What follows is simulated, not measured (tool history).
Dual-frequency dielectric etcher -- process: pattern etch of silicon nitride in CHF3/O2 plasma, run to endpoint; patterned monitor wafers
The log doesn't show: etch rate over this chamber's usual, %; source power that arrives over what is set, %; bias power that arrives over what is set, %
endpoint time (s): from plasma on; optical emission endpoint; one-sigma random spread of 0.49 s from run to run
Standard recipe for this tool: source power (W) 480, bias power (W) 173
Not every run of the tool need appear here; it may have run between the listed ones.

run	day	source power (W)	bias power (W)	wafers since the last listed run	hours since the last wet clean	hours since the last source power generator calibration	hours since the last bias power generator calibration	hours since the last upper electrode change	incoming incoming film thickness, nm	endpoint time (s)
1	0.000	480	173	0	13.7	2404.0	4172.9	2935.9	77.0	57.2
2	0.771	480	173	189	32.2	2422.5	4191.4	2954.4	76.9	56.9
3	1.879	480	173	272	58.8	2449.1	4218.0	2981.0	78.1	57.8
4	2.450	480	173	140	72.5	2462.8	4231.7	2994.7	78.0	58.1
5	3.504	480	173	259	97.8	2488.1	4257.0	3020.0	77.4	59.0
6	6.504	480	173	738	169.8	2560.1	4329.0	3092.0	77.8	59.5
7	7.533	570	185	253	194.5	2584.8	4353.7	3116.7	77.2	52.4
8	8.821	570	185	316	225.4	2615.7	4384.6	3147.6	77.6	53.1
9	10.200	480	173	339	258.5	2648.8	4417.7	3180.7	77.0	58.4
10	11.317	480	173	274	285.3	2675.6	4444.5	3207.5	77.0	59.4
11	12.000	480	152	168	301.7	2692.0	4460.9	3223.9	77.6	62.4
# day 13.400: wet clean of the chamber
12	13.421	480	173	103	0.5	2726.1	4495.0	3258.0	77.9	58.0
13	13.896	480	173	116	11.9	2737.5	4506.4	3269.4	77.7	57.3
14	14.946	480	173	258	37.1	2762.7	4531.6	3294.6	77.8	57.8
# day 16.271: bias power generator calibrated
15	16.292	480	173	290	69.4	2795.0	0.5	3326.9	77.7	58.5
16	16.962	480	173	165	85.5	2811.1	16.6	3343.0	77.2	57.4
17	17.708	480	173	183	103.4	2829.0	34.5	3360.9	77.9	58.0
18	18.875	550	173	287	131.4	2857.0	62.5	3388.9	77.7	55.2
19	19.738	480	173	212	152.1	2877.7	83.2	3409.6	77.8	57.9
# day 21.342: upper electrode replaced
20	21.362	540	173	153	191.1	2916.7	122.2	0.5	77.9	56.0
21	22.504	480	173	281	218.5	2944.1	149.6	27.9	76.7	59.6
22	23.462	400	193	235	241.5	2967.1	172.6	50.9	76.9	61.1
23	24.554	420	201	268	267.7	2993.3	198.8	77.1	77.5	59.7
24	25.171	450	173	151	282.5	3008.1	213.6	91.9	77.6	61.6
# day 25.412: source power generator calibrated
# day 26.604: wet clean of the chamber
25	27.154	390	184	201	13.2	41.8	261.2	139.5	77.9	61.9
26	28.008	540	154	210	33.7	62.3	281.7	160.0	77.0	56.8
27	29.158	560	192	283	61.3	89.9	309.3	187.6	77.4	51.1
28	29.846	440	143	169	77.8	106.4	325.8	204.1	77.6	65.7
29	30.733	580	193	218	99.1	127.7	347.1	225.4	78.0	50.6
30	31.904	390	138	288	127.2	155.8	375.2	253.5	76.9	69.7
31	32.579	390	141	166	143.4	172.0	391.4	269.7	76.4	68.4
32	34.046	570	150	361	178.6	207.2	426.6	304.9	78.3	58.4
33	34.975	480	213	228	200.9	229.5	448.9	327.2	77.8	53.5
34	36.338	480	173	335	233.6	262.2	481.6	359.9	78.0	60.3
35	37.767	480	173	351	267.9	296.5	515.9	394.2	77.3	59.7

Each row is a separate what-if for the run after 35, all from the same tool condition, not one after another. Results?
A	37.783	480	173	4	268.3	296.9	516.3	394.6	77.5	?
B	37.783	520	173	4	268.3	296.9	516.3	394.6	77.5	?
C	37.783	550	192	4	268.3	296.9	516.3	394.6	77.5	?
D	37.783	480	160	4	268.3	296.9	516.3	394.6	77.5	?

run	endpoint time (s)
A	59.2
B	57.1
C	53.3
D	61.2
Had the tool no hidden state, the same runs would have come out as:
run	endpoint time (s)
A	56.6
B	54.7
C	51.1
D	58.6
